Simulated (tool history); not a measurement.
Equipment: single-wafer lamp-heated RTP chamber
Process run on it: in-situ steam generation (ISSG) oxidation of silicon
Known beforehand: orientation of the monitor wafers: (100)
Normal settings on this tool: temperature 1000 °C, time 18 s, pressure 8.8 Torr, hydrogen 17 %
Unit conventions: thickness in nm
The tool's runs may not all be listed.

| run | hour | temperature | time | pressure | hydrogen | wafers since the last listed run | wafers since the last pyrometer calibration | hours since the pressure gauge was zeroed | hours since the hydrogen flow controller was replaced | hours since the gauge calibration | read-back reference wafer on the same gauge, thickness | thickness |
|---|---|---|---|---|---|---|---|---|---|---|---|---|
| 1 | 0.0 | 1000 | 24 | 8.8 | 17 | 0 | 2315 | 3918.5 | 5074.8 | 197.5 | 5.230 | 6.329 |
| 2 | 24.3 | 1000 | 18 | 8.8 | 17 | 291 | 2607 | 3942.8 | 5099.1 | 221.8 | 5.227 | 5.501 |
| 3 | 56.9 | 1000 | 18 | 8.8 | 17 | 390 | 2997 | 3975.4 | 5131.7 | 254.4 | 5.232 | 5.500 |
| 4 | 89.6 | 1000 | 18 | 9.5 | 17 | 391 | 3389 | 4008.1 | 5164.4 | 287.1 | 5.229 | 5.490 |
| 5 | 169.0 | 1000 | 18 | 9.5 | 17 | 951 | 4341 | 4087.5 | 5243.8 | 366.5 | 5.231 | 5.539 |
|  | 221.2 | pyrometer window cleaned and pyrometer calibrated |
| 6 | 251.8 | 1000 | 18 | 9.5 | 17 | 896 | 366 | 4170.3 | 5326.6 | 449.3 | 5.229 | 5.475 |
| 7 | 270.0 | 1000 | 18 | 8.8 | 24 | 218 | 584 | 4188.5 | 5344.8 | 467.5 | 5.229 | 5.932 |
|  | 270.2 | gauge calibrated |
| 8 | 287.7 | 1000 | 18 | 8.8 | 24 | 212 | 796 | 4206.2 | 5362.5 | 17.5 | 5.228 | 5.920 |
| 9 | 304.7 | 1000 | 18 | 8.8 | 24 | 203 | 1000 | 4223.2 | 5379.5 | 34.5 | 5.228 | 5.956 |
|  | 328.9 | hydrogen flow controller replaced |
| 10 | 337.4 | 1000 | 18 | 8.8 | 17 | 296 | 1296 | 4255.9 | 8.5 | 67.2 | 5.230 | 5.455 |
|  | 352.2 | pressure gauge zeroed |
| 11 | 370.0 | 990 | 16 | 8.8 | 17 | 294 | 1591 | 17.8 | 41.1 | 99.8 | 5.231 | 4.975 |
| 12 | 396.9 | 1000 | 18 | 8.8 | 17 | 322 | 1913 | 44.7 | 68.0 | 126.7 | 5.230 | 5.506 |
| 13 | 427.9 | 1000 | 16 | 8.8 | 26 | 371 | 2285 | 75.7 | 99.0 | 157.7 | 5.230 | 5.738 |
| 14 | 444.0 | 1009 | 14 | 8.8 | 22 | 192 | 2478 | 91.8 | 115.1 | 173.8 | 5.229 | 5.408 |
| 15 | 457.1 | 1010 | 18 | 8.0 | 11 | 156 | 2635 | 104.9 | 128.2 | 186.9 | 5.230 | 5.250 |
| 16 | 491.2 | 1015 | 18 | 8.8 | 20 | 408 | 3043 | 139.0 | 162.3 | 221.0 | 5.231 | 6.127 |

Run 17 comes next. What will it give?
| 17 | 521.8 | 1000 | 25 | 8.8 | 21 | 366 | 3410 | 169.6 | 192.9 | 251.6 | ? | ? |

{"run 17": {"read-back reference wafer on the same gauge, thickness": 5.232, "thickness": 6.836}}
Take away the tool's hidden state, keep the run-to-run variation as it was, and the same run would have given thickness 6.709 nm.
